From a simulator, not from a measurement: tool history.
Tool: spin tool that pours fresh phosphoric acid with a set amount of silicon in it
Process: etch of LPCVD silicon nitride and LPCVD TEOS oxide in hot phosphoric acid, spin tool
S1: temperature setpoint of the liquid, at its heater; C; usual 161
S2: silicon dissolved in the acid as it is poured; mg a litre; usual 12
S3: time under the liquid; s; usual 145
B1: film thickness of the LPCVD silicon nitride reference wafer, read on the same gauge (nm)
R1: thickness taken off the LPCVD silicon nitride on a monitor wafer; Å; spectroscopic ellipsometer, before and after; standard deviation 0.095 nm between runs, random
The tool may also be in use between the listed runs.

run   hour     S1    S2   S3      B1     R1
  1      0  158.5    12  145     110  128.2
  2     50  158.5    12  215  109.96  190.8
  3   97.2    161    12  145  109.94  141.6
  4  142.6  163.5    12  170     110  178.4
  5  169.6    161  20.5  145  110.01  139.9
  6  223.2    161  19.5  175  109.97  167.7
     247.6  -- thermometer replaced
  7  284.3    161    12  145  110.06  139.7
  8  321.3  158.5    19  125  109.99  110.4
  9  392.4    161    12  145     110  139.7
 10  416.6    161    12  145  110.05  138.5
 11  470.1    161   5.5   75  110.06   70.6
 12  541.3    158    12  145  109.99    125
     547.3  -- dissolved silicon flow meter replaced
 13  606.3    161    12  145  110.01  139.5

Run 14 has not been measured yet. What should we expect?
 14  632.8  159.5  12  225   ?   ?

Run 14 produced B1 110, R1 206.5 Å.
With no hidden state in the tool, this same run would have given R1 210.3 Å.
